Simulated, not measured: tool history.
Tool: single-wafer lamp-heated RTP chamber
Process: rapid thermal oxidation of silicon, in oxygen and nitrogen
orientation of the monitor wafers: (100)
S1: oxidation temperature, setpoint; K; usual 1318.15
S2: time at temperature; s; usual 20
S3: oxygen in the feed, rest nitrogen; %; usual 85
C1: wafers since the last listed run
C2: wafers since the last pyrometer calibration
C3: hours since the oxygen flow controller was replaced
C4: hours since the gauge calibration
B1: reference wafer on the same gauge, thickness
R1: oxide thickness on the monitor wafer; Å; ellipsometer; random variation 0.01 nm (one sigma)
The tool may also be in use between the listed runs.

Run 1, hour 0.0: usual settings; C1 0; C2 7177; C3 2089.5; C4 394.7; B1 3.960. Result: R1 47.41 Å.
Run 2, hour 25.0: usual settings but S3 78 %; C1 111; C2 7288; C3 2114.5; C4 419.7; B1 3.960. Result: R1 46.08 Å.
Run 3, hour 45.4: usual settings; C1 90; C2 7379; C3 2134.9; C4 440.1; B1 3.958. Result: R1 47.60 Å.
Run 4, hour 59.4: usual settings; C1 62; C2 7442; C3 2148.9; C4 454.1; B1 3.958. Result: R1 47.58 Å.
Run 5, hour 78.9: usual settings; C1 86; C2 7528; C3 2168.4; C4 473.6; B1 3.957. Result: R1 47.58 Å.
Run 6, hour 110.2: usual settings; C1 139; C2 7668; C3 2199.7; C4 504.9; B1 3.959. Result: R1 47.55 Å.
Run 7, hour 127.1: usual settings but S1 1303.15 K, S3 62 %; C1 75; C2 7743; C3 2216.6; C4 521.8; B1 3.964. Result: R1 38.82 Å.
At hour 129.0: gauge calibrated.
At hour 151.4: oxygen flow controller replaced.
Run 8, hour 161.7: usual settings but S1 1303.15 K, S3 62 %; C1 118; C2 7862; C3 10.3; C4 32.7; B1 3.963. Result: R1 38.66 Å.
Run 9, hour 175.0: usual settings but S1 1303.15 K, S3 62 %; C1 59; C2 7921; C3 23.6; C4 46.0; B1 3.958. Result: R1 38.78 Å.
Run 10, hour 194.2: usual settings but S1 1334.15 K; C1 85; C2 8006; C3 42.8; C4 65.2; B1 3.959. Result: R1 53.09 Å.
Run 11, hour 208.8: usual settings but S1 1290.15 K, S2 13 s, S3 75 %; C1 65; C2 8071; C3 57.4; C4 79.8; B1 3.963. Result: R1 32.37 Å.
Run 12, hour 241.4: usual settings but S1 1291.15 K, S2 16 s; C1 145; C2 8216; C3 90.0; C4 112.4; B1 3.956. Result: R1 36.59 Å.
Run 13, hour 273.3: usual settings but S1 1337.15 K, S2 26 s, S3 71 %; C1 142; C2 8358; C3 121.9; C4 144.3; B1 3.959. Result: R1 56.86 Å.
At hour 293.8: pyrometer window cleaned and pyrometer calibrated.
Run 14, hour 295.7: usual settings but S1 1345.15 K, S3 98 %; C1 64; C2 8; C3 144.3; C4 166.7; B1 3.962. Result: R1 57.12 Å.
Run 15, hour 318.6: usual settings but S3 78 %; C1 101; C2 110; C3 167.2; C4 189.6; B1 3.960. Result: R1 44.21 Å.
Run 16, hour 349.7: usual settings but S2 27 s, S3 58 %; C1 138; C2 248; C3 198.3; C4 220.7; B1 3.961. Result: R1 45.40 Å.
Run 17, hour 372.0: usual settings; C1 99; C2 348; C3 220.6; C4 243.0; B1 3.958. Result: R1 45.79 Å.
Run 18, hour 384.4: usual settings; C1 55; C2 403; C3 233.0; C4 255.4; B1 3.962. Result: R1 45.82 Å.
Run 19, hour 396.6: usual settings but S2 16 s, S3 98 %; C1 54; C2 457; C3 245.2; C4 267.6; B1 3.961. Result: R1 43.86 Å.

Run 20 comes next. What will it give?
Run 20, hour 413.7: usual settings but S1 1309.15 K; C1 76; C2 533; C3 262.3; C4 284.7; B1 ?. Result: R1 ?.

{"run 20": {"B1": 3.96, "R1": 43.07}}
Without the tool's hidden state the same run would have given R1 42.91 Å.
